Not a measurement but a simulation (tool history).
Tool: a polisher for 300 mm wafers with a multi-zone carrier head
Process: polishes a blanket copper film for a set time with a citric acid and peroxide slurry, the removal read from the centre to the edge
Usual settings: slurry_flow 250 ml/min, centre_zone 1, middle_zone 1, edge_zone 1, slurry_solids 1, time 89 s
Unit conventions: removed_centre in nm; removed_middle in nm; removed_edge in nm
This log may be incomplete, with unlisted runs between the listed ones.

run,hour,slurry_flow,centre_zone,middle_zone,edge_zone,slurry_solids,time,"incoming thickness of the incoming film, nm",removed_centre,removed_middle,removed_edge
1,0,250,1,1,1,1,89,900.5,135.3,132.2,130.8
# hour 39.6: carrier head's membrane replaced by a new one
2,40.1,220,1.08,0.88,0.94,1,89,928.3,140.5,113.1,125.8
3,108.4,160,1,1.08,1,1.25,117,907.8,170.3,178.8,166.6
4,140.5,250,1,1,1,1,89,929.6,136.5,129.5,131.1
5,176.7,250,1,1,1,1,89,929.9,136.2,130.4,130.8
# hour 224.2: slurry nozzle cleaned
6,230.3,250,1,1,1,1,89,907.1,138.4,129.1,127.2
7,273.7,305,1.04,1,1,1,67,900.5,110.3,100.2,98.2
# hour 282.6: worn pad replaced by a new one
8,318.6,295,1.11,0.9,0.97,1,89,904.9,153,119.1,127.7
9,375.2,250,0.91,1,0.92,1,89,911.8,130.4,125.2,126.2
# hour 383.2: centre zone pressure recalibrated
10,433.4,250,1,1,1,1,89,930.9,123.8,129.4,129.3
11,575.1,250,1.04,1,1,1,89,931.1,134.1,129.4,130.4

For run 12, what comes out?
12,603.9,250,1,1,1,1,89,925.7,?,?,?

For run 12 the tool returned removed_centre 132.4 nm, removed_middle 129.3 nm, removed_edge 128.4 nm.
On a tool with no hidden condition, and with the same random variation, this run would have come out at removed_centre 129.2 nm, removed_middle 129.3 nm, removed_edge 128.4 nm.

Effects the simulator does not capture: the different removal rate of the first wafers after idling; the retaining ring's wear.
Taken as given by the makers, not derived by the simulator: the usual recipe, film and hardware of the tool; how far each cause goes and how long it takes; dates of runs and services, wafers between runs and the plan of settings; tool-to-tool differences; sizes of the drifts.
